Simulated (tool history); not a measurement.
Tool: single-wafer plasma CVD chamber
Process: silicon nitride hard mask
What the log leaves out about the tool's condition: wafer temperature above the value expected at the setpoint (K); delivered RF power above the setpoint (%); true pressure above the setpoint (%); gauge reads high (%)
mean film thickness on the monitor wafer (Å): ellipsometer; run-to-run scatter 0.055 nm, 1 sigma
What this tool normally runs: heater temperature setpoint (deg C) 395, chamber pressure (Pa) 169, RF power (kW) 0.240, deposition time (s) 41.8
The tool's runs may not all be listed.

run	hour	heater temperature setpoint (deg C)	chamber pressure (Pa)	RF power (kW)	deposition time (s)	wafers since the last listed run	hours since the last thermocouple change	hours since the last RF generator calibration	hours since the last manometer calibration	hours since the showerhead was replaced	hours since the gauge calibration	read-back reference wafer on the same gauge, thickness_nm	mean film thickness on the monitor wafer (Å)
1	0.0	395	169	0.240	41.8	0	2074.0	2385.4	1407.5	3881.7	76.8	39.801	383.29
2	7.6	395	169	0.240	41.8	102	2081.6	2393.0	1415.1	3889.3	84.4	39.791	382.08
3	13.8	395	169	0.240	41.8	83	2087.8	2399.2	1421.3	3895.5	90.6	39.799	382.85
4	21.6	395	169	0.240	41.8	104	2095.6	2407.0	1429.1	3903.3	98.4	39.796	382.92
5	36.5	395	169	0.240	41.8	200	2110.5	2421.9	1444.0	3918.2	113.3	39.825	382.44
6	51.6	395	169	0.240	41.8	203	2125.6	2437.0	1459.1	3933.3	128.4	39.795	383.19
7	60.8	395	169	0.240	41.8	123	2134.8	2446.2	1468.3	3942.5	137.6	39.793	382.21
8	78.8	395	169	0.240	41.8	242	2152.8	2464.2	1486.3	3960.5	155.6	39.806	382.64
# hour 80.5: gauge calibrated
9	94.3	395	169	0.240	41.8	208	2168.3	2479.7	1501.8	3976.0	13.8	39.800	382.96
# hour 107.9: capacitance manometer re-zeroed and calibrated
10	108.5	395	169	0.240	41.8	83	2182.5	2493.9	0.6	3990.2	28.0	39.777	371.86
11	115.8	395	169	0.240	36.8	98	2189.8	2501.2	7.9	3997.5	35.3	39.776	329.00
12	123.4	395	129	0.270	41.8	102	2197.4	2508.8	15.5	4005.1	42.9	39.792	349.56
# hour 138.4: RF generator calibrated
# hour 143.8: showerhead replaced, of another model than before
13	144.3	405	151	0.240	41.8	101	2218.3	5.9	36.4	0.5	63.8	39.794	356.26
14	144.6	381	152	0.260	41.8	4	2218.6	6.2	36.7	0.8	64.1	39.785	390.48
15	159.6	404	136	0.240	41.8	201	2233.6	21.2	51.7	15.8	79.1	39.807	343.70
# hour 181.5: thermocouple changed; heater temperature recalibrated
16	182.0	395	169	0.240	41.8	193	0.5	43.6	74.1	38.2	101.5	39.798	372.76
17	187.8	395	145	0.215	41.8	77	6.3	49.4	79.9	44.0	107.3	39.788	316.63
18	200.2	382	169	0.285	37.5	166	18.7	61.8	92.3	56.4	119.7	39.809	394.43
19	211.2	382	169	0.285	37.5	147	29.7	72.8	103.3	67.4	130.7	39.814	395.26
# hour 211.4: gauge calibrated
20	228.9	395	169	0.280	37.0	238	47.4	90.5	121.0	85.1	17.5	39.806	381.55
21	244.5	395	169	0.240	41.8	209	63.0	106.1	136.6	100.7	33.1	39.789	374.03
22	254.2	395	169	0.240	46.9	130	72.7	115.8	146.3	110.4	42.8	39.806	419.93
23	265.8	380	181	0.280	36.0	155	84.3	127.4	157.9	122.0	54.4	39.821	383.24

For some of the steps in mean film thickness on the monitor wafer (Å) from one run to the next: how much would appear even if the tool had no hidden state, given the settings, what came in and random variation, and how much remains for the hidden state plus any gauge scatter that the measured result and the result without hidden state don't share?
Run 9 -> 10: capacitance manometer re-zeroed and calibrated. mean film thickness on the monitor wafer (Å) -11.10: hidden state -10.36, all else -0.74.
Run 11 -> 12: chamber pressure (Pa) 169 -> 129, RF power (kW) 0.240 -> 0.270, deposition time (s) 36.8 -> 41.8. mean film thickness on the monitor wafer (Å) +20.56: hidden state +0.89, all else +19.67.
Run 16 -> 17: chamber pressure (Pa) 169 -> 145, RF power (kW) 0.240 -> 0.215. mean film thickness on the monitor wafer (Å) -56.13: hidden state -0.16, all else -55.97.
Run 17 -> 18: heater temperature setpoint (deg C) 395 -> 382, chamber pressure (Pa) 145 -> 169, RF power (kW) 0.215 -> 0.285, deposition time (s) 41.8 -> 37.5. mean film thickness on the monitor wafer (Å) +77.80: hidden state +0.69, all else +77.11.
